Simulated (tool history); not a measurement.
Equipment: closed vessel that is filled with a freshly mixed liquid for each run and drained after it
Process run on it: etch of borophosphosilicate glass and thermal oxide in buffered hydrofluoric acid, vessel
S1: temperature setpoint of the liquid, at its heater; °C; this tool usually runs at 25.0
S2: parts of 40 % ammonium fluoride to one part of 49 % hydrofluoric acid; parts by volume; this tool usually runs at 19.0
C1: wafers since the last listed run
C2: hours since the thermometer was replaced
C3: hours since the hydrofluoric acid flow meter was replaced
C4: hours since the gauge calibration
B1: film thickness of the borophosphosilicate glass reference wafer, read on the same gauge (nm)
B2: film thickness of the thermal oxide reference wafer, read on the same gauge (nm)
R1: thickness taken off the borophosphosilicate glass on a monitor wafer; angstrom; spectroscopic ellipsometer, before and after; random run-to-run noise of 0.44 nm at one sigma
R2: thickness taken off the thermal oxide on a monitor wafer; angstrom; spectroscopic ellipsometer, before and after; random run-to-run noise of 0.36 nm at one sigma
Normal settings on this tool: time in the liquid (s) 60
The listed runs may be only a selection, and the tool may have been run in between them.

{"run": 1, "hour": 0.0, "S1": 23.5, "S2": 19.0, "time in the liquid (s)": 60, "C1": 0, "C2": 1016.5, "C3": 248.8, "C4": 387.6, "B1": 109.98, "B2": 130.02, "R1": 412.8, "R2": 329.5}
{"run": 2, "hour": 25.7, "S1": 23.5, "S2": 19.0, "time in the liquid (s)": 60, "C1": 3226, "C2": 1042.2, "C3": 274.5, "C4": 413.3, "B1": 110.0, "B2": 130.02, "R1": 409.1, "R2": 327.0}
{"run": 3, "hour": 109.8, "S1": 25.0, "S2": 24.5, "time in the liquid (s)": 80, "C1": 10557, "C2": 1126.3, "C3": 358.6, "C4": 497.4, "B1": 109.99, "B2": 130.0, "R1": 483.6, "R2": 402.7}
{"run": 4, "hour": 136.0, "S1": 25.0, "S2": 24.5, "time in the liquid (s)": 80, "C1": 3288, "C2": 1152.5, "C3": 384.8, "C4": 523.6, "B1": 109.99, "B2": 130.01, "R1": 491.8, "R2": 391.0}
{"run": 5, "hour": 165.0, "S1": 25.0, "S2": 24.5, "time in the liquid (s)": 80, "C1": 3640, "C2": 1181.5, "C3": 413.8, "C4": 552.6, "B1": 109.97, "B2": 129.99, "R1": 493.8, "R2": 393.6}
{"run": 6, "hour": 199.6, "S1": 25.0, "S2": 22.0, "time in the liquid (s)": 35, "C1": 4343, "C2": 1216.1, "C3": 448.4, "C4": 587.2, "B1": 110.01, "B2": 129.99, "R1": 233.4, "R2": 185.1}
{"hour": 199.8, "done": "gauge calibrated"}
{"run": 7, "hour": 216.5, "S1": 23.0, "S2": 13.5, "time in the liquid (s)": 90, "C1": 2121, "C2": 1233.0, "C3": 465.3, "C4": 16.7, "B1": 109.99, "B2": 130.01, "R1": 843.7, "R2": 660.4}
{"run": 8, "hour": 247.5, "S1": 25.0, "S2": 19.0, "time in the liquid (s)": 60, "C1": 3891, "C2": 1264.0, "C3": 496.3, "C4": 47.7, "B1": 110.03, "B2": 130.01, "R1": 448.2, "R2": 353.5}
{"run": 9, "hour": 292.1, "S1": 25.0, "S2": 19.0, "time in the liquid (s)": 60, "C1": 5598, "C2": 1308.6, "C3": 540.9, "C4": 92.3, "B1": 110.01, "B2": 130.01, "R1": 451.3, "R2": 353.4}
{"run": 10, "hour": 307.9, "S1": 29.5, "S2": 16.0, "time in the liquid (s)": 45, "C1": 1983, "C2": 1324.4, "C3": 556.7, "C4": 108.1, "B1": 110.01, "B2": 130.0, "R1": 506.8, "R2": 395.7}
{"hour": 329.0, "done": "thermometer replaced"}
{"run": 11, "hour": 332.6, "S1": 25.0, "S2": 19.0, "time in the liquid (s)": 60, "C1": 2975, "C2": 3.6, "C3": 581.4, "C4": 132.8, "B1": 110.04, "B2": 129.99, "R1": 448.8, "R2": 362.7}
{"hour": 350.8, "done": "hydrofluoric acid flow meter replaced"}
{"run": 12, "hour": 364.4, "S1": 28.0, "S2": 19.0, "time in the liquid (s)": 70, "C1": 3866, "C2": 35.4, "C3": 13.6, "C4": 164.6, "B1": 109.99, "B2": 130.01, "R1": 620.8, "R2": 488.9}
{"run": 13, "hour": 395.3, "S1": 21.0, "S2": 19.0, "time in the liquid (s)": 60, "C1": 3878, "C2": 66.3, "C3": 44.5, "C4": 195.5, "B1": 109.99, "B2": 130.01, "R1": 362.0, "R2": 285.2}
{"run": 14, "hour": 422.9, "S1": 25.0, "S2": 19.0, "time in the liquid (s)": 60, "C1": 3464, "C2": 93.9, "C3": 72.1, "C4": 223.1, "B1": 110.01, "B2": 129.98, "R1": 440.8, "R2": 361.9}
{"run": 15, "hour": 475.3, "S1": 22.0, "S2": 19.0, "time in the liquid (s)": 30, "C1": 6577, "C2": 146.3, "C3": 124.5, "C4": 275.5, "B1": 110.01, "B2": 130.01, "R1": 191.0, "R2": 154.7}
{"run": 16, "hour": 487.8, "S1": 21.0, "S2": 25.0, "time in the liquid (s)": 70, "C1": 1569, "C2": 158.8, "C3": 137.0, "C4": 288.0, "B1": 109.99, "B2": 130.01, "R1": 341.3, "R2": 272.5}
{"run": 17, "hour": 503.2, "S1": 30.0, "S2": 13.0, "time in the liquid (s)": 85, "C1": 1933, "C2": 174.2, "C3": 152.4, "C4": 303.4, "B1": 109.97, "B2": 130.02, "R1": 1200.5, "R2": 962.1}
{"run": 18, "hour": 526.5, "S1": 22.0, "S2": 23.0, "time in the liquid (s)": 85, "C1": 2924, "C2": 197.5, "C3": 175.7, "C4": 326.7, "B1": 110.0, "B2": 129.99, "R1": 463.2, "R2": 368.9}
{"run": 19, "hour": 553.1, "S1": 25.0, "S2": 19.0, "time in the liquid (s)": 80, "C1": 3339, "C2": 224.1, "C3": 202.3, "C4": 353.3, "B1": 110.03, "B2": 130.0, "R1": 594.2, "R2": 480.2}
{"run": 20, "hour": 573.1, "S1": 21.0, "S2": 19.0, "time in the liquid (s)": 30, "C1": 2510, "C2": 244.1, "C3": 222.3, "C4": 373.3, "B1": 110.04, "B2": 129.98, "R1": 178.0, "R2": 144.5}
{"run": 21, "hour": 603.4, "S1": 25.0, "S2": 22.0, "time in the liquid (s)": 95, "C1": 3803, "C2": 274.4, "C3": 252.6, "C4": 403.6, "B1": 110.02, "B2": 130.0, "R1": 627.5, "R2": 508.8}
{"run": 22, "hour": 625.6, "S1": 25.0, "S2": 25.0, "time in the liquid (s)": 50, "C1": 2786, "C2": 296.6, "C3": 274.8, "C4": 425.8, "B1": 110.02, "B2": 130.01, "R1": 303.5, "R2": 240.2}
{"run": 23, "hour": 644.1, "S1": 22.5, "S2": 19.0, "time in the liquid (s)": 60, "C1": 2322, "C2": 315.1, "C3": 293.3, "C4": 444.3, "B1": 110.0, "B2": 130.01, "R1": 391.5, "R2": 313.5}
{"run": 24, "hour": 664.4, "S1": 25.0, "S2": 23.0, "time in the liquid (s)": 60, "C1": 2548, "C2": 335.4, "C3": 313.6, "C4": 464.6, "B1": 110.01, "B2": 130.0, "R1": 390.2, "R2": 306.9}

5 options for the next run, each taken on its own from the tool as it stands now. Forecast them:
{"run": "A", "hour": 665.1, "S1": 25.0, "S2": 19.0, "time in the liquid (s)": 60, "C1": 87, "C2": 336.1, "C3": 314.3, "C4": 465.3, "B1": "?", "B2": "?", "R1": "?", "R2": "?"}
{"run": "B", "hour": 665.1, "S1": 29.0, "S2": 21.5, "time in the liquid (s)": 45, "C1": 87, "C2": 336.1, "C3": 314.3, "C4": 465.3, "B1": "?", "B2": "?", "R1": "?", "R2": "?"}
{"run": "C", "hour": 665.1, "S1": 21.0, "S2": 23.0, "time in the liquid (s)": 45, "C1": 87, "C2": 336.1, "C3": 314.3, "C4": 465.3, "B1": "?", "B2": "?", "R1": "?", "R2": "?"}
{"run": "D", "hour": 665.1, "S1": 20.5, "S2": 16.5, "time in the liquid (s)": 40, "C1": 87, "C2": 336.1, "C3": 314.3, "C4": 465.3, "B1": "?", "B2": "?", "R1": "?", "R2": "?"}
{"run": "E", "hour": 665.1, "S1": 25.0, "S2": 16.5, "time in the liquid (s)": 60, "C1": 87, "C2": 336.1, "C3": 314.3, "C4": 465.3, "B1": "?", "B2": "?", "R1": "?", "R2": "?"}

run=A B1=110.01 B2=129.99 R1=449.0 R2=356.9
run=B B1=110.01 B2=129.99 R1=376.9 R2=300.2
run=C B1=110.01 B2=129.99 R1=233.6 R2=185.4
run=D B1=110.01 B2=129.99 R1=269.2 R2=213.3
run=E B1=110.01 B2=129.99 R1=516.2 R2=410.1
Take away the tool's hidden state, keep each run's random variation, and the runs would have read:
run=A R1=449.0 R2=356.9
run=B R1=376.9 R2=300.2
run=C R1=233.6 R2=185.4
run=D R1=269.2 R2=213.3
run=E R1=516.2 R2=410.1
